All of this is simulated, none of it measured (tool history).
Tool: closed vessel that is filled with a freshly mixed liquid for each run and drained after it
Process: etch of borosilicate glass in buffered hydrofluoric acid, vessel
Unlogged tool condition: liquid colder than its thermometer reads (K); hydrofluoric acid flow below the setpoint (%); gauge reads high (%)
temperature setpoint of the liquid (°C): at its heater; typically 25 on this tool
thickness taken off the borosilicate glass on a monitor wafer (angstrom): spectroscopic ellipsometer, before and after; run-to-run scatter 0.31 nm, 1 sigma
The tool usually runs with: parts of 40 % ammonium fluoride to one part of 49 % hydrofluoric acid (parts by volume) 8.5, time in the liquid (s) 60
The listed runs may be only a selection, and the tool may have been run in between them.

run,hour,temperature setpoint of the liquid (°C),parts of 40 % ammonium fluoride to one part of 49 % hydrofluoric acid (parts by volume),time in the liquid (s),wafers since the last listed run,hours since the thermometer was replaced,hours since the hydrofluoric acid flow meter was replaced,hours since the gauge calibration,"read-back film thickness of the borosilicate glass reference wafer, read on the same gauge (nm)",thickness taken off the borosilicate glass on a monitor wafer (angstrom)
1,0,25,8.5,60,0,521.5,1847.3,179.4,100,842
2,56.2,25,8.5,60,8061,577.7,1903.5,235.6,100.03,833.8
3,95.9,25,8.5,60,5694,617.4,1943.2,275.3,99.99,830.3
4,150.6,25,8.5,60,7846,672.1,1997.9,330,100.02,837
5,205.9,25,8.5,60,7932,727.4,2053.2,385.3,99.98,830.1
6,252.8,25,8.5,70,6727,774.3,2100.1,432.2,99.98,956.9
7,298.2,25,8.5,70,6512,819.7,2145.5,477.6,100.01,960.7
8,341.2,25,8.5,80,6168,862.7,2188.5,520.6,99.99,1102.1
# hour 353.1: gauge calibrated
9,378,25,11.5,60,5278,899.5,2225.3,24.9,100.03,629.7
10,409.4,22,9.5,60,4504,930.9,2256.7,56.3,100.04,637
11,460.2,29,8.5,60,7287,981.7,2307.5,107.1,100,1017.5
# hour 495: thermometer replaced
12,502.9,28,11,45,5981,7.9,2350.2,149.8,100.01,602.1
# hour 540.2: hydrofluoric acid flow meter replaced
13,550,25,8.5,60,6613,55,9.8,196.9,99.99,854.6
14,609.4,21.5,8.5,30,8520,114.4,69.2,256.3,100,354
15,659.1,21.5,8.5,60,7129,164.1,118.9,306,99.98,704.5
16,692.4,25,8.5,60,4776,197.4,152.2,339.3,100,845.1
17,741.6,25,8.5,60,7057,246.6,201.4,388.5,99.97,852.7

What was the tool's hidden state at every run in the log?
hydrofluoric acid flow below the setpoint (%): 0 at every run
gauge reads high (%): 0 at every run
H1: liquid colder than its thermometer reads (K)
run,H1
1,0.495
2,0.544
3,0.579
4,0.627
5,0.675
6,0.716
7,0.755
8,0.793
9,0.825
10,0.852
11,0.897
12,0.0606
13,0.102
14,0.154
15,0.197
16,0.226
17,0.269

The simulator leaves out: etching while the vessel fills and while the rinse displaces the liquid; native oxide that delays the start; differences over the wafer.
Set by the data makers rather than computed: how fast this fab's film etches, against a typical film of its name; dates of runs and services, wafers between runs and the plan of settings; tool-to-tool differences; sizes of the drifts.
